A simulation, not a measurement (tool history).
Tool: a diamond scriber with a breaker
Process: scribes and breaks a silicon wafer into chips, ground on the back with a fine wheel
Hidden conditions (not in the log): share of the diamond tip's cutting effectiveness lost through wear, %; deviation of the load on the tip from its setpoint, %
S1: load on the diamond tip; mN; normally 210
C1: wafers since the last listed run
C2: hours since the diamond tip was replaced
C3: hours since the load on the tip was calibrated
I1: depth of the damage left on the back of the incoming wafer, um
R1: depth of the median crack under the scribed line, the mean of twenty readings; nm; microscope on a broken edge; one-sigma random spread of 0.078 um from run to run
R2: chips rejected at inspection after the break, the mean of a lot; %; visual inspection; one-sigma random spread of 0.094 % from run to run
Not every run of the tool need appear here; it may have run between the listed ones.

| run | hour | S1 | C1 | C2 | C3 | I1 | R1 | R2 |
|---|---|---|---|---|---|---|---|---|
| 1 | 0.0 | 210 | 0 | 263.4 | 190.9 | 2.34 | 8740 | 2.55 |
| 2 | 12.9 | 210 | 26 | 276.3 | 203.8 | 2.03 | 8780 | 2.03 |
| 3 | 28.6 | 210 | 32 | 292.0 | 219.5 | 2.68 | 8640 | 3.89 |
| 4 | 37.9 | 210 | 19 | 301.3 | 228.8 | 1.72 | 8660 | 1.41 |
| 5 | 46.4 | 210 | 17 | 309.8 | 237.3 | 2.19 | 8680 | 2.35 |
| 6 | 60.0 | 241 | 27 | 323.4 | 250.9 | 1.60 | 9850 | 2.67 |
| 7 | 74.2 | 241 | 29 | 337.6 | 265.1 | 1.77 | 9620 | 2.83 |
| 8 | 85.1 | 241 | 22 | 348.5 | 276.0 | 2.57 | 9830 | 4.12 |
| 9 | 99.0 | 210 | 28 | 362.4 | 289.9 | 1.89 | 8810 | 1.57 |
| 10 | 110.6 | 210 | 23 | 374.0 | 301.5 | 2.53 | 8760 | 3.02 |
| 11 | 125.6 | 210 | 30 | 389.0 | 316.5 | 2.53 | 8730 | 3.11 |
| 12 | 140.6 | 248 | 30 | 404.0 | 331.5 | 2.39 | 9780 | 4.18 |
| 13 | 154.7 | 210 | 28 | 418.1 | 345.6 | 2.67 | 8820 | 3.47 |
| 14 | 170.5 | 210 | 32 | 433.9 | 361.4 | 2.61 | 8690 | 3.38 |
| 15 | 185.8 | 169 | 31 | 449.2 | 376.7 | 1.97 | 7460 | 5.61 |
| 16 | 210.4 | 169 | 50 | 473.8 | 401.3 | 2.44 | 7430 | 7.27 |
| 17 | 218.7 | 176 | 16 | 482.1 | 409.6 | 2.92 | 7710 | 8.47 |
| 18 | 229.0 | 194 | 21 | 492.4 | 419.9 | 2.57 | 8310 | 4.24 |
| 19 | 240.1 | 244 | 22 | 503.5 | 431.0 | 1.85 | 9900 | 3.35 |
|  | 254.2 | diamond tip replaced by a new one |
| 20 | 255.1 | 244 | 26 | 0.9 | 446.0 | 2.96 | 10610 | 9.14 |
| 21 | 270.5 | 210 | 31 | 16.3 | 461.4 | 2.35 | 9340 | 3.02 |
| 22 | 282.4 | 226 | 24 | 28.2 | 473.3 | 2.65 | 9980 | 4.98 |
| 23 | 293.4 | 238 | 22 | 39.2 | 484.3 | 2.23 | 10290 | 5.90 |
| 24 | 304.7 | 157 | 23 | 50.5 | 495.6 | 2.99 | 7530 | 10.94 |
| 25 | 318.6 | 245 | 28 | 64.4 | 509.5 | 1.81 | 10380 | 5.53 |
| 26 | 327.1 | 251 | 17 | 72.9 | 518.0 | 1.52 | 10750 | 6.15 |
| 27 | 342.0 | 254 | 30 | 87.8 | 532.9 | 2.19 | 10740 | 6.80 |
| 28 | 351.4 | 210 | 19 | 97.2 | 542.3 | 1.54 | 9280 | 1.44 |
| 29 | 367.9 | 259 | 33 | 113.7 | 558.8 | 2.42 | 10710 | 7.71 |
| 30 | 384.4 | 270 | 33 | 130.2 | 575.3 | 1.86 | 11050 | 8.61 |
| 31 | 390.7 | 210 | 12 | 136.5 | 581.6 | 2.55 | 9120 | 3.54 |
|  | 397.4 | load on the tip recalibrated |
| 32 | 404.4 | 258 | 23 | 150.2 | 7.0 | 2.05 | 9370 | 2.55 |
| 33 | 417.7 | 169 | 27 | 163.5 | 20.3 | 2.27 | 6910 | 11.88 |
| 34 | 432.4 | 156 | 30 | 178.2 | 35.0 | 2.05 | 6520 | 13.89 |
| 35 | 444.9 | 210 | 25 | 190.7 | 47.5 | 2.96 | 8220 | 6.11 |
| 36 | 454.3 | 250 | 19 | 200.1 | 56.9 | 2.34 | 9250 | 3.13 |
| 37 | 460.8 | 241 | 13 | 206.6 | 63.4 | 2.87 | 9270 | 4.49 |
| 38 | 473.9 | 179 | 26 | 219.7 | 76.5 | 2.17 | 7350 | 7.64 |
| 39 | 486.0 | 172 | 24 | 231.8 | 88.6 | 2.03 | 7050 | 8.38 |
| 40 | 498.0 | 210 | 24 | 243.8 | 100.6 | 2.61 | 8200 | 4.17 |

Alternative continuations, all from the tool just after run 40; predict every row:
| A | 498.6 | 158 | 1 | 244.4 | 101.2 | 2.66 | ? | ? |
| B | 498.6 | 237 | 1 | 244.4 | 101.2 | 2.66 | ? | ? |
| C | 498.6 | 186 | 1 | 244.4 | 101.2 | 2.66 | ? | ? |
| D | 498.6 | 242 | 1 | 244.4 | 101.2 | 2.66 | ? | ? |

| run | R1 | R2 |
|---|---|---|
| A | 6630 | 15.74 |
| B | 9030 | 3.49 |
| C | 7520 | 7.66 |
| D | 9170 | 3.58 |
The same runs, with their run-to-run variation unchanged, on a tool lacking any hidden condition would have given:
| run | R1 | R2 |
|---|---|---|
| A | 6960 | 12.26 |
| B | 9470 | 3.98 |
| C | 7890 | 5.66 |
| D | 9610 | 4.28 |
